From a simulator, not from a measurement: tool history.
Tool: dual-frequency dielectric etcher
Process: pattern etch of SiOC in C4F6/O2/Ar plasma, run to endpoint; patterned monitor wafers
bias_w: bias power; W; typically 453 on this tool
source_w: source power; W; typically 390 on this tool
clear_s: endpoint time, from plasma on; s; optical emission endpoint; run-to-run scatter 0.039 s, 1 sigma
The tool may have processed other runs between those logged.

| run | hour | bias_w | source_w | wafers since the last listed run | hours since the last wet clean | hours since the last bias power generator calibration | hours since the last source power generator calibration | hours since the last upper electrode change | incoming incoming film thickness, nm | clear_s |
|---|---|---|---|---|---|---|---|---|---|---|
| 1 | 0 | 453 | 320 | 0 | 20 | 2894.3 | 3606.9 | 3743.2 | 33.71 | 11.6 |
| 2 | 68.5 | 453 | 320 | 1094 | 88.5 | 2962.8 | 3675.4 | 3811.7 | 33.91 | 11.6 |
| 3 | 105.5 | 453 | 320 | 591 | 125.5 | 2999.8 | 3712.4 | 3848.7 | 33.83 | 11.6 |
| 4 | 140.8 | 453 | 390 | 563 | 160.8 | 3035.1 | 3747.7 | 3884 | 33.42 | 11 |
| 5 | 173 | 453 | 390 | 514 | 193 | 3067.3 | 3779.9 | 3916.2 | 33.69 | 11 |
| 6 | 202.1 | 493 | 410 | 464 | 222.1 | 3096.4 | 3809 | 3945.3 | 33.89 | 10.6 |
| 7 | 234.8 | 493 | 410 | 522 | 254.8 | 3129.1 | 3841.7 | 3978 | 33.88 | 10.7 |
| 8 | 260 | 426 | 460 | 402 | 280 | 3154.3 | 3866.9 | 4003.2 | 33.89 | 11 |
|  | 345.7 | upper electrode replaced |
| 9 | 346.2 | 426 | 460 | 993 | 366.2 | 3240.5 | 3953.1 | 0.5 | 34.18 | 11 |
| 10 | 349 | 426 | 460 | 44 | 369 | 3243.3 | 3955.9 | 3.3 | 33.69 | 10.9 |
| 11 | 395.7 | 453 | 320 | 746 | 415.7 | 3290 | 4002.6 | 50 | 33.72 | 11.6 |
|  | 463.8 | wet clean of the chamber |
| 12 | 465.9 | 402 | 420 | 738 | 2.1 | 3360.2 | 4072.8 | 120.2 | 33.7 | 11.4 |
| 13 | 505.5 | 453 | 390 | 632 | 41.7 | 3399.8 | 4112.4 | 159.8 | 33.71 | 11 |
| 14 | 575.9 | 368 | 330 | 1124 | 112.1 | 3470.2 | 4182.8 | 230.2 | 34.02 | 12.5 |
| 15 | 629.2 | 489 | 420 | 851 | 165.4 | 3523.5 | 4236.1 | 283.5 | 34.01 | 10.6 |
| 16 | 666.3 | 453 | 390 | 592 | 202.5 | 3560.6 | 4273.2 | 320.6 | 33.83 | 11.1 |
|  | 682.4 | bias power generator calibrated |
| 17 | 718.1 | 453 | 390 | 763 | 254.3 | 35.7 | 4325 | 372.4 | 34.09 | 11.2 |
|  | 766 | source power generator calibrated |
| 18 | 782.4 | 403 | 450 | 963 | 318.6 | 100 | 16.4 | 436.7 | 33.74 | 11.1 |
| 19 | 835.1 | 375 | 360 | 841 | 371.3 | 152.7 | 69.1 | 489.4 | 33.53 | 12 |
|  | 992.1 | wet clean of the chamber |
| 20 | 1042.1 | 391 | 310 | 2923 | 50 | 359.7 | 276.1 | 696.4 | 33.52 | 12.1 |
| 21 | 1111.4 | 453 | 460 | 1107 | 119.3 | 429 | 345.4 | 765.7 | 34.08 | 10.7 |

Here are 3 independent what-if runs from the current tool condition. What would each one return?
| A | 1111.8 | 453 | 390 | 6 | 119.7 | 429.4 | 345.8 | 766.1 | 34.02 | ? |
| B | 1111.8 | 400 | 390 | 6 | 119.7 | 429.4 | 345.8 | 766.1 | 34.02 | ? |
| C | 1111.8 | 494 | 430 | 6 | 119.7 | 429.4 | 345.8 | 766.1 | 34.02 | ? |

| run | clear_s |
|---|---|
| A | 11.2 |
| B | 11.8 |
| C | 10.6 |
Had the tool no hidden state, the same runs would have come out as:
| run | clear_s |
|---|---|
| A | 11.2 |
| B | 11.8 |
| C | 10.6 |

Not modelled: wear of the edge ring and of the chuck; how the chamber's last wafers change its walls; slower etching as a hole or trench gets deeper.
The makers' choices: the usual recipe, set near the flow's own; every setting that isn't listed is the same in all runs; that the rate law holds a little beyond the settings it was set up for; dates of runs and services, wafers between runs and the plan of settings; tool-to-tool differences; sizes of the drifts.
